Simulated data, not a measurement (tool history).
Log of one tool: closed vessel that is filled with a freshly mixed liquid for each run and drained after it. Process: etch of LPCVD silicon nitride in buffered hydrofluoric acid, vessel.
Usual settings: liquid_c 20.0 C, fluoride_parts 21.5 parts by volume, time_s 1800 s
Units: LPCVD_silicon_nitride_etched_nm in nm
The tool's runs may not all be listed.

run,hour,liquid_c,fluoride_parts,time_s,wafers since the last listed run,hours since the thermometer was replaced,hours since the hydrofluoric acid flow meter was replaced,hours since the gauge calibration,"read-back film thickness of the LPCVD silicon nitride reference wafer, read on the same gauge (nm)",LPCVD_silicon_nitride_etched_nm
1,0.0,20.0,21.5,1800,0,2425.2,857.9,8.0,30.00,12.69
2,23.4,20.0,21.5,1800,657,2448.6,881.3,31.4,30.01,12.74
3,58.8,22.5,21.5,1800,994,2484.0,916.7,66.8,30.00,14.79
4,80.8,22.5,21.5,1800,617,2506.0,938.7,88.8,30.01,14.69
5,102.9,22.0,21.5,1800,620,2528.1,960.8,110.9,30.01,14.43
6,155.9,22.0,21.5,1800,1488,2581.1,1013.8,163.9,29.99,14.31
7,178.1,22.0,21.5,1800,623,2603.3,1036.0,186.1,30.00,14.25
8,201.4,20.0,29.5,1800,654,2626.6,1059.3,209.4,30.00,10.43
9,231.4,20.0,21.5,1800,842,2656.6,1089.3,239.4,30.02,12.88
10,264.4,18.5,14.0,1300,926,2689.6,1122.3,272.4,29.99,12.76
# hour 264.9: gauge calibrated
# hour 281.7: hydrofluoric acid flow meter replaced
# hour 291.3: thermometer replaced
11,322.3,20.0,21.5,1800,1569,31.0,40.6,57.4,29.99,11.06
12,340.2,17.0,21.5,2670,502,48.9,58.5,75.3,30.00,14.11
13,368.6,25.0,18.0,785,797,77.3,86.9,103.7,30.03,7.55
14,387.4,20.0,21.5,1800,527,96.1,105.7,122.5,30.00,11.19

Hidden state at the last listed run before each entry between runs and at the first one after, where it differs:
Between runs 10 and 11: gauge calibrated (hour 264.9); hydrofluoric acid flow meter replaced (hour 281.7); thermometer replaced (hour 291.3)
  liquid hotter than its thermometer reads (K): 2.75 -> 0.104
  measured less the result without the state, LPCVD_silicon_nitride_etched_nm: +1.83 -> +0.06 nm
